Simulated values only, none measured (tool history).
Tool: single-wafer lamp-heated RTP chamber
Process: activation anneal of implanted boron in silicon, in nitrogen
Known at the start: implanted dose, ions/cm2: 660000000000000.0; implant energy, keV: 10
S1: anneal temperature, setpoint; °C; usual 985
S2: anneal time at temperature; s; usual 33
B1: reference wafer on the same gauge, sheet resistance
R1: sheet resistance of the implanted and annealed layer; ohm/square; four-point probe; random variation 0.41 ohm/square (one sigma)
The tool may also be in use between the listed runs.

run,hour,S1,S2,B1,R1
1,0,985,33,155.03,184.31
# hour 42.5: reflector plate cleaned
2,54.6,971,22,154.98,195.17
3,129.5,971,22,154.97,194.5
4,223,971,22,155,192.17
# hour 251.3: pyrometer window cleaned and pyrometer calibrated
5,290.5,1000,33,155.09,183.92
6,355.8,1000,33,154.95,183.63
7,412.3,985,33,154.97,188.35
8,472.7,985,33,154.9,188.12
9,524.3,985,33,155.02,187.75
10,630.1,1001,40,155.01,182.73
11,710.3,1001,40,155.02,182.17
12,798.3,968,33,155.02,191.24
13,837,968,33,155.06,190.18
# hour 900.4: pyrometer window cleaned and pyrometer calibrated
14,900.9,968,33,154.89,195.43
15,953.2,1012,46,154.96,179.83
# hour 978.7: reflector plate cleaned
16,1032.1,1013,18,155.01,183.86
17,1105.8,985,33,154.98,188.67
18,1203.7,998,41,155.08,183.44
19,1261,963,33,154.91,201.32
20,1359,985,33,155.12,186.12
21,1456.8,985,33,154.98,186.7
# hour 1497.4: gauge calibrated
22,1542.8,956,53,155.09,196.24
23,1588.1,955,40,154.85,197.67
# hour 1675.7: pyrometer window cleaned and pyrometer calibrated
24,1676.2,996,39,155.01,183.44
25,1736.5,965,19,155.01,201.67
26,1782.9,985,33,154.88,186.98
27,1867.1,1004,16,155.07,183.14
# hour 1943.3: reflector plate cleaned
28,1954.4,1009,14,155.17,184.76
29,2054,959,21,155.11,212.08
# hour 2381.9: pyrometer window cleaned and pyrometer calibrated
30,2382.4,1012,49,155.01,180.94
31,2434.2,957,21,155.1,215.84
32,2479.5,985,33,155,187.65
33,2714.4,1014,23,154.96,182.86
34,2780.2,969,33,155.03,192.5
35,2834.1,985,33,154.95,185.62
# hour 2900.6: reflector plate cleaned
36,2908.7,985,33,155.1,187.31
37,2964.7,994,16,154.92,186.54

3 ways to go on from here, each from the tool as it stands after run 37. What would each give?
A,2965.1,1004,33,?,?
B,2965.1,962,52,?,?
C,2965.1,999,49,?,?

run,B1,R1
A,154.91,182.7
B,154.91,196.3
C,154.91,182.18
Without the tool's hidden state the same runs would have given:
run,R1
A,183.83
B,202.59
C,183.58

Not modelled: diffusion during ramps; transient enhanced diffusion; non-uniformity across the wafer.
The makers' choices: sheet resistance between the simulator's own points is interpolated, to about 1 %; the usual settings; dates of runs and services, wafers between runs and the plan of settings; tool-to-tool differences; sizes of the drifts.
